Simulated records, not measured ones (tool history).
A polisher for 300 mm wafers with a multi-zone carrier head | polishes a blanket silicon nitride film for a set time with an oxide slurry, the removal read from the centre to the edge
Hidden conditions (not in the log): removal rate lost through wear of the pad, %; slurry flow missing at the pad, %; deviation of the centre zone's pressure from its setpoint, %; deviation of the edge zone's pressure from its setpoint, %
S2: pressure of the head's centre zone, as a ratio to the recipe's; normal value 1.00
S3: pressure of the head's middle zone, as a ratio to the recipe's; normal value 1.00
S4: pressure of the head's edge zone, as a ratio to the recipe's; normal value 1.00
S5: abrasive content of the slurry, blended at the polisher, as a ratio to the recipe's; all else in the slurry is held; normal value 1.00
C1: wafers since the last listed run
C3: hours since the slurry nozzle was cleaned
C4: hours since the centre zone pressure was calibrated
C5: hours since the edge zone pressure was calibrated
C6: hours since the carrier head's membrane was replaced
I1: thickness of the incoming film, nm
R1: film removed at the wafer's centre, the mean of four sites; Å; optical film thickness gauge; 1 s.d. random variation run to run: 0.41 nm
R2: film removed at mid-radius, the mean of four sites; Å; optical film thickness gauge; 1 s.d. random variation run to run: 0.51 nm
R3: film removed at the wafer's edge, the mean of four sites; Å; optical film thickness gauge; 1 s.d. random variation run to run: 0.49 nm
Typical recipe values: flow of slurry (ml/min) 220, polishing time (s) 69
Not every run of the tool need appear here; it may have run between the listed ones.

Run 1, hour 0.0: usual settings; C1 0; wafers polished on this pad 622; C3 219.0; C4 173.6; C5 825.1; C6 1224.1; I1 536.0. Result: R1 467 Å, R2 478 Å, R3 475 Å.
At hour 12.4: slurry nozzle cleaned.
Run 2, hour 100.7: usual settings; C1 808; wafers polished on this pad 1431; C3 88.3; C4 274.3; C5 925.8; C6 1324.8; I1 531.2. Result: R1 478 Å, R2 487 Å, R3 473 Å.
Run 3, hour 171.0: usual settings; C1 570; wafers polished on this pad 2001; C3 158.6; C4 344.6; C5 996.1; C6 1395.1; I1 528.2. Result: R1 471 Å, R2 477 Å, R3 469 Å.
At hour 189.1: worn pad replaced by a new one.
At hour 236.3: slurry nozzle cleaned.
Run 4, hour 257.2: usual settings; C1 658; wafers polished on this pad 544; C3 20.9; C4 430.8; C5 1082.3; C6 1481.3; I1 534.9. Result: R1 476 Å, R2 495 Å, R3 483 Å.
Run 5, hour 358.0: usual settings; C1 817; wafers polished on this pad 1361; C3 121.7; C4 531.6; C5 1183.1; C6 1582.1; I1 531.6. Result: R1 470 Å, R2 477 Å, R3 473 Å.
At hour 389.9: carrier head's membrane replaced by a new one.
At hour 401.3: edge zone pressure recalibrated.
Run 6, hour 420.8: usual settings; C1 452; wafers polished on this pad 1814; C3 184.5; C4 594.4; C5 19.5; C6 30.9; I1 531.6. Result: R1 465 Å, R2 483 Å, R3 477 Å.
At hour 424.5: centre zone pressure recalibrated.
At hour 428.5: worn pad replaced by a new one.
Run 7, hour 463.5: usual settings; C1 297; wafers polished on this pad 283; C3 227.2; C4 39.0; C5 62.2; C6 73.6; I1 542.2. Result: R1 457 Å, R2 475 Å, R3 470 Å.
At hour 521.8: slurry nozzle cleaned.
Run 8, hour 548.4: usual settings but flow of slurry (ml/min) 190, S2 0.89, S3 1.03, S5 1.15; C1 680; wafers polished on this pad 963; C3 26.6; C4 123.9; C5 147.1; C6 158.5; I1 524.0. Result: R1 447 Å, R2 533 Å, R3 512 Å.
Run 9, hour 615.6: usual settings but S3 0.91, S4 0.91, polishing time (s) 46; C1 544; wafers polished on this pad 1508; C3 93.8; C4 191.1; C5 214.3; C6 225.7; I1 539.3. Result: R1 317 Å, R2 298 Å, R3 304 Å.
At hour 670.9: worn pad replaced by a new one.
Run 10, hour 708.4: usual settings but S3 0.94, S4 1.11, S5 0.80, polishing time (s) 50; C1 720; wafers polished on this pad 303; C3 186.6; C4 283.9; C5 307.1; C6 318.5; I1 531.4. Result: R1 302 Å, R2 295 Å, R3 316 Å.
Run 11, hour 748.3: usual settings but S3 0.91, S4 0.91, polishing time (s) 46; C1 323; wafers polished on this pad 627; C3 226.5; C4 323.8; C5 347.0; C6 358.4; I1 527.6. Result: R1 309 Å, R2 295 Å, R3 295 Å.
At hour 787.6: slurry nozzle cleaned.
Run 12, hour 851.8: usual settings; C1 831; wafers polished on this pad 1458; C3 64.2; C4 427.3; C5 450.5; C6 461.9; I1 526.9. Result: R1 484 Å, R2 496 Å, R3 477 Å.
At hour 903.1: worn pad replaced by a new one.
At hour 1028.3: slurry nozzle cleaned.
Run 13, hour 1080.0: usual settings but S5 1.30, polishing time (s) 60; C1 1809; wafers polished on this pad 1426; C3 51.7; C4 655.5; C5 678.7; C6 690.1; I1 530.0. Result: R1 457 Å, R2 472 Å, R3 476 Å.
Run 14, hour 1122.9: usual settings but flow of slurry (ml/min) 160, S2 1.03; C1 347; wafers polished on this pad 1774; C3 94.6; C4 698.4; C5 721.6; C6 733.0; I1 524.2. Result: R1 448 Å, R2 453 Å, R3 459 Å.
At hour 1128.0: centre zone pressure recalibrated.
At hour 1151.7: worn pad replaced by a new one.
Run 15, hour 1179.3: usual settings; C1 408; wafers polished on this pad 223; C3 151.0; C4 51.3; C5 778.0; C6 789.4; I1 536.5. Result: R1 470 Å, R2 489 Å, R3 468 Å.

Entry by entry between the runs, the difference in hidden state between the last listed run before and the first listed run after:
Runs 1 to 2: slurry nozzle cleaned (hour 12.4)
  slurry flow missing at the pad, %: 23.2 -> 17.2
  measured result minus the result with no hidden state, R1: -24 -> -16 Å; R2: -22 -> -15 Å; R3: -16 -> -11 Å
Runs 3 to 4: worn pad replaced by a new one (hour 189.1); slurry nozzle cleaned (hour 236.3)
  slurry flow missing at the pad, %: 21.9 -> 9.82
  measured result minus the result with no hidden state, R1: -22 -> -8 Å; R2: -20 -> -8 Å; R3: -14 -> -6 Å
Runs 5 to 6: carrier head's membrane replaced by a new one (hour 389.9); edge zone pressure recalibrated (hour 401.3)
  slurry flow missing at the pad, %: 22.9 -> 25.9
  measured result minus the result with no hidden state, R1: -24 -> -27 Å; R2: -21 -> -26 Å; R3: -15 -> -19 Å
Runs 6 to 7: centre zone pressure recalibrated (hour 424.5); worn pad replaced by a new one (hour 428.5)
  slurry flow missing at the pad, %: 25.9 -> 26.9
  measured result minus the result with no hidden state, R1: -27 -> -29 Å; R2: -26 -> -27 Å; R3: -19 -> -20 Å
Runs 7 to 8: slurry nozzle cleaned (hour 521.8)
  slurry flow missing at the pad, %: 26.9 -> 7.29
  measured result minus the result with no hidden state, R1: -29 -> -6 Å; R2: -27 -> -8 Å; R3: -20 -> -5 Å
Runs 9 to 10: worn pad replaced by a new one (hour 670.9)
  slurry flow missing at the pad, %: 16.9 -> 22.2
  measured result minus the result with no hidden state, R1: -10 -> -14 Å; R2: -10 -> -12 Å; R3: -7 -> -10 Å
Runs 11 to 12: slurry nozzle cleaned (hour 787.6)
  slurry flow missing at the pad, %: 23.2 -> 12.8
  measured result minus the result with no hidden state, R1: -16 -> -11 Å; R2: -13 -> -11 Å; R3: -10 -> -7 Å
Runs 12 to 13: worn pad replaced by a new one (hour 903.1); slurry nozzle cleaned (hour 1028.3)
  slurry flow missing at the pad, %: 12.8 -> 14.7
  measured result minus the result with no hidden state, R1: -11 -> -13 Å; R2: -11 -> -12 Å; R3: -7 -> -9 Å
Runs 14 to 15: centre zone pressure recalibrated (hour 1128.0); worn pad replaced by a new one (hour 1151.7)
  slurry flow missing at the pad, %: 19.9 -> 23.7
  measured result minus the result with no hidden state, R1: -27 -> -25 Å; R2: -24 -> -23 Å; R3: -17 -> -16 Å

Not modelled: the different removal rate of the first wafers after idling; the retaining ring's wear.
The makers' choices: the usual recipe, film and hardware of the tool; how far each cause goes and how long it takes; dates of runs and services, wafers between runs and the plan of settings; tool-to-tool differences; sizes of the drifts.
